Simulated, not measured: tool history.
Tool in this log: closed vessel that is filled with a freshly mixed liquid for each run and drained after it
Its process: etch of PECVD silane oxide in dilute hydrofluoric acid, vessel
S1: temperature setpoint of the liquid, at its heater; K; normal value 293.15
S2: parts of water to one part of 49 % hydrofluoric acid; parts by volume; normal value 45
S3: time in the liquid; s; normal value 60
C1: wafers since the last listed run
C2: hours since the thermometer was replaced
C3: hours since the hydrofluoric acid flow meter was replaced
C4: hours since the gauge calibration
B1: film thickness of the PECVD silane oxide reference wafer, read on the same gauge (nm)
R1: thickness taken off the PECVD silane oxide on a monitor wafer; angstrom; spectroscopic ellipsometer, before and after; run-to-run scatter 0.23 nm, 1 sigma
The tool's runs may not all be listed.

run	day	S1	S2	S3	C1	C2	C3	C4	B1	R1
1	0	295.15	55	60	0	1158.2	230.3	1342	40.04	226
2	2.158	293.15	45	60	6087	1210	282.1	1393.8	39.97	255.7
3	4.267	293.15	45	60	5946	1260.6	332.7	1444.4	40.03	259.8
4	6.479	293.15	45	60	6239	1313.7	385.8	1497.5	39.98	252.3
5	8.438	293.15	45	60	5523	1360.7	432.8	1544.5	40.03	252.1
6	10.95	293.15	45	60	7086	1421	493.1	1604.8	39.99	255.4
7	13.35	293.15	45	60	6768	1478.6	550.7	1662.4	40.01	253.9
# day 13.812: thermometer replaced
8	15.608	293.15	45	60	6251	43.1	604.9	1716.6	40.05	257
9	18.288	293.15	45	60	7556	107.4	669.2	1780.9	40.03	252.7
10	19.975	293.15	45	60	4759	147.9	709.7	1821.4	40.03	251.9
11	22.004	295.15	60	90	5722	196.6	758.4	1870.1	40.01	302.5
12	24.667	293.15	45	60	7509	260.5	822.3	1934	40.02	256.7
13	27	293.15	45	60	6580	316.5	878.3	1990	40.02	257.3
14	28.454	290.15	60	30	4101	351.4	913.2	2024.9	40.01	83.3
15	30.521	297.15	55	40	5828	401	962.8	2074.5	40	163.7
16	31.912	293.15	45	60	3924	434.4	996.2	2107.9	39.99	254.2
17	33.712	297.15	60	75	5076	477.6	1039.4	2151.1	39.99	275.5
18	36.108	296.65	45	45	6757	535.1	1096.9	2208.6	39.96	219.3
# day 36.858: gauge calibrated
19	37.9	290.15	60	60	5053	578.1	1139.9	25	40.03	163.2
# day 38.829: hydrofluoric acid flow meter replaced
20	39.738	296.15	45	60	5064	622.2	21.8	69.1	40.02	290.1
21	40.808	293.15	35	90	3020	647.9	47.5	94.8	39.98	498
22	42.496	291.15	60	95	4759	688.4	88	135.3	40.03	275
23	44.85	296.65	35	35	6639	744.9	144.5	191.8	40.01	226.4
24	47.462	296.65	30	30	7368	807.6	207.2	254.5	40.04	225
25	50.462	293.15	45	60	8461	879.6	279.2	326.5	39.99	257
26	53.054	293.15	35	60	7309	941.8	341.4	388.7	40.06	331.5
27	55.558	290.15	40	30	7062	1001.9	401.5	448.8	40.02	125.9
28	57.288	293.15	45	45	4876	1043.4	443	490.3	39.93	190.4
29	60.25	293.15	35	40	8355	1114.5	514.1	561.4	40.03	216.8
30	62.217	293.15	55	30	5546	1161.7	561.3	608.6	40	104.3
31	64.688	295.65	25	85	6968	1221	620.6	667.9	39.98	746.6
# day 64.946: thermometer replaced
32	67.312	293.15	45	80	7285	56.8	683.6	730.9	40	340
33	68.533	293.15	45	60	3443	86.1	712.9	760.2	39.97	255.1

How the hidden state differs across the entries between the runs, from the last listed run before each to the first after it:
From run 7 to run 8: thermometer replaced (day 13.812)
  nothing in the hidden state changes from one run to the other
From run 18 to run 19: gauge calibrated (day 36.858)
  nothing in the hidden state changes from one run to the other
From run 19 to run 20: hydrofluoric acid flow meter replaced (day 38.829)
  nothing in the hidden state changes from one run to the other
From run 31 to run 32: thermometer replaced (day 64.946)
  nothing in the hidden state changes from one run to the other
